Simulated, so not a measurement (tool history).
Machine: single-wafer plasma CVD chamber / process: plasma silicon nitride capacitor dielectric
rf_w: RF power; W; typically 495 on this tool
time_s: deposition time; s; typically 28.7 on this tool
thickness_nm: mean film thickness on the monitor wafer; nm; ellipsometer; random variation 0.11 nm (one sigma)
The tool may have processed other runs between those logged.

| run | hour | rf_w | time_s | read-back reference wafer on the same gauge, thickness_nm | thickness_nm |
|---|---|---|---|---|---|
| 1 | 0 | 495 | 28.7 | 38.295 | 40.385 |
| 2 | 48.6 | 495 | 28.7 | 38.305 | 40.5 |
| 3 | 96.5 | 495 | 28.7 | 38.28 | 40.441 |
| 4 | 196.4 | 425 | 25.7 | 38.3 | 35.242 |
| 5 | 257.2 | 495 | 28.7 | 38.29 | 40.299 |
| 6 | 315.8 | 495 | 28.7 | 38.298 | 40.445 |
| 7 | 362 | 495 | 28.7 | 38.306 | 40.227 |
| 8 | 449.5 | 495 | 28.7 | 38.309 | 40.299 |
| 9 | 535.5 | 495 | 28.7 | 38.281 | 40.063 |
| 10 | 618.6 | 495 | 28.7 | 38.288 | 40.216 |
|  | 666.2 | showerhead replaced |
| 11 | 920.8 | 410 | 31.8 | 38.298 | 43.27 |
|  | 965.3 | RF generator calibrated |
| 12 | 984.8 | 495 | 28.7 | 38.312 | 40.339 |
| 13 | 1051.5 | 590 | 28.7 | 38.306 | 41.623 |
|  | 1099.9 | gauge calibrated |
| 14 | 1106.1 | 495 | 28.7 | 38.305 | 40.325 |
| 15 | 1193.9 | 495 | 24.7 | 38.303 | 34.893 |
| 16 | 1285.9 | 590 | 34.4 | 38.296 | 49.728 |
| 17 | 1346.6 | 465 | 24.5 | 38.288 | 34.136 |
| 18 | 1409.9 | 435 | 31.9 | 38.304 | 44.064 |
| 19 | 1468 | 495 | 25.2 | 38.315 | 35.485 |
| 20 | 1517.6 | 560 | 23 | 38.295 | 33.11 |

Branching from run 20: 4 alternative next runs. What would each branch give?
| A | 1518 | 495 | 32.4 | ? | ? |
| B | 1518 | 440 | 23.7 | ? | ? |
| C | 1518 | 420 | 28.7 | ? | ? |
| D | 1518 | 495 | 32.1 | ? | ? |

| run | read-back reference wafer on the same gauge, thickness_nm | thickness_nm |
|---|---|---|
| A | 38.327 | 45.531 |
| B | 38.327 | 32.652 |
| C | 38.327 | 39.244 |
| D | 38.327 | 45.11 |
What these runs would have given with no unlogged condition in the tool:
| run | thickness_nm |
|---|---|
| A | 45.832 |
| B | 32.868 |
| C | 39.503 |
| D | 45.408 |
